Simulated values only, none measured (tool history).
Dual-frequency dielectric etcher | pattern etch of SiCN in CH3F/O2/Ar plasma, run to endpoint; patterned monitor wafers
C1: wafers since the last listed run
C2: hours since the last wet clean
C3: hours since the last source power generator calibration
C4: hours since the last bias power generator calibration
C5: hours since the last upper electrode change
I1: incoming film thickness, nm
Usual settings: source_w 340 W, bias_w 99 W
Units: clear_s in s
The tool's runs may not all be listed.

run 1 hour=0 | source_w=340 bias_w=99 | C1=0 C2=374.5 C3=4102.3 C4=3535.4 C5=1236.1 | I1=11.75 | clear_s=32.2
run 2 hour=43.5 | source_w=340 bias_w=99 | C1=434 C2=418 C3=4145.8 C4=3578.9 C5=1279.6 | I1=11.81 | clear_s=33.2
run 3 hour=93 | source_w=340 bias_w=113 | C1=494 C2=467.5 C3=4195.3 C4=3628.4 C5=1329.1 | I1=11.71 | clear_s=29.8
-- hour=164.5 wet clean of the chamber
run 4 hour=165 | source_w=340 bias_w=113 | C1=479 C2=0.5 C3=4267.3 C4=3700.4 C5=1401.1 | I1=11.8 | clear_s=28.7
run 5 hour=199.1 | source_w=300 bias_w=99 | C1=340 C2=34.6 C3=4301.4 C4=3734.5 C5=1435.2 | I1=11.68 | clear_s=33.2
run 6 hour=298.5 | source_w=320 bias_w=99 | C1=993 C2=134 C3=4400.8 C4=3833.9 C5=1534.6 | I1=11.83 | clear_s=32.7
run 7 hour=421.7 | source_w=320 bias_w=99 | C1=1231 C2=257.2 C3=4524 C4=3957.1 C5=1657.8 | I1=11.72 | clear_s=33.2
run 8 hour=484.3 | source_w=320 bias_w=99 | C1=625 C2=319.8 C3=4586.6 C4=4019.7 C5=1720.4 | I1=11.74 | clear_s=32.5
run 9 hour=562.8 | source_w=340 bias_w=91 | C1=784 C2=398.3 C3=4665.1 C4=4098.2 C5=1798.9 | I1=11.76 | clear_s=35.2
run 10 hour=612.3 | source_w=340 bias_w=99 | C1=494 C2=447.8 C3=4714.6 C4=4147.7 C5=1848.4 | I1=11.73 | clear_s=33
-- hour=657 wet clean of the chamber
run 11 hour=716.1 | source_w=340 bias_w=99 | C1=797 C2=59.1 C3=4818.4 C4=4251.5 C5=1952.2 | I1=11.89 | clear_s=31.2
run 12 hour=759.4 | source_w=340 bias_w=99 | C1=432 C2=102.4 C3=4861.7 C4=4294.8 C5=1995.5 | I1=11.79 | clear_s=31.1
run 13 hour=874 | source_w=290 bias_w=99 | C1=1145 C2=217 C3=4976.3 C4=4409.4 C5=2110.1 | I1=11.84 | clear_s=33.8
-- hour=890.8 source power generator calibrated
run 14 hour=963.7 | source_w=290 bias_w=99 | C1=856 C2=306.7 C3=72.9 C4=4499.1 C5=2199.8 | I1=11.91 | clear_s=34.7
run 15 hour=1028.8 | source_w=410 bias_w=78 | C1=650 C2=371.8 C3=138 C4=4564.2 C5=2264.9 | I1=11.76 | clear_s=34.6
run 16 hour=1133.3 | source_w=300 bias_w=86 | C1=1044 C2=476.3 C3=242.5 C4=4668.7 C5=2369.4 | I1=11.75 | clear_s=37.9
-- hour=1161.9 wet clean of the chamber
run 17 hour=1229.1 | source_w=340 bias_w=92 | C1=717 C2=67.2 C3=338.3 C4=4764.5 C5=2465.2 | I1=11.74 | clear_s=32.5
-- hour=1260.3 bias power generator calibrated
run 18 hour=1291.3 | source_w=300 bias_w=78 | C1=581 C2=129.4 C3=400.5 C4=31 C5=2527.4 | I1=11.77 | clear_s=38.8
run 19 hour=1342.2 | source_w=340 bias_w=99 | C1=508 C2=180.3 C3=451.4 C4=81.9 C5=2578.3 | I1=11.8 | clear_s=32.1
run 20 hour=1432.9 | source_w=360 bias_w=108 | C1=906 C2=271 C3=542.1 C4=172.6 C5=2669 | I1=11.86 | clear_s=30.4
-- hour=1523.6 upper electrode replaced
-- hour=1580.3 wet clean of the chamber
run 21 hour=1725.4 | source_w=260 bias_w=106 | C1=2443 C2=145.1 C3=834.6 C4=465.1 C5=201.8 | I1=11.82 | clear_s=34.1
run 22 hour=1817.8 | source_w=340 bias_w=99 | C1=923 C2=237.5 C3=927 C4=557.5 C5=294.2 | I1=11.8 | clear_s=32.3

Forecast run 23:
run 23 hour=1897.2 | source_w=340 bias_w=88 | C1=793 C2=316.9 C3=1006.4 C4=636.9 C5=373.6 | I1=11.61 | clear_s=?

{"run 23": {"clear_s": 34.5}}
Without the tool's hidden state the same run would have given clear_s 33.2 s.

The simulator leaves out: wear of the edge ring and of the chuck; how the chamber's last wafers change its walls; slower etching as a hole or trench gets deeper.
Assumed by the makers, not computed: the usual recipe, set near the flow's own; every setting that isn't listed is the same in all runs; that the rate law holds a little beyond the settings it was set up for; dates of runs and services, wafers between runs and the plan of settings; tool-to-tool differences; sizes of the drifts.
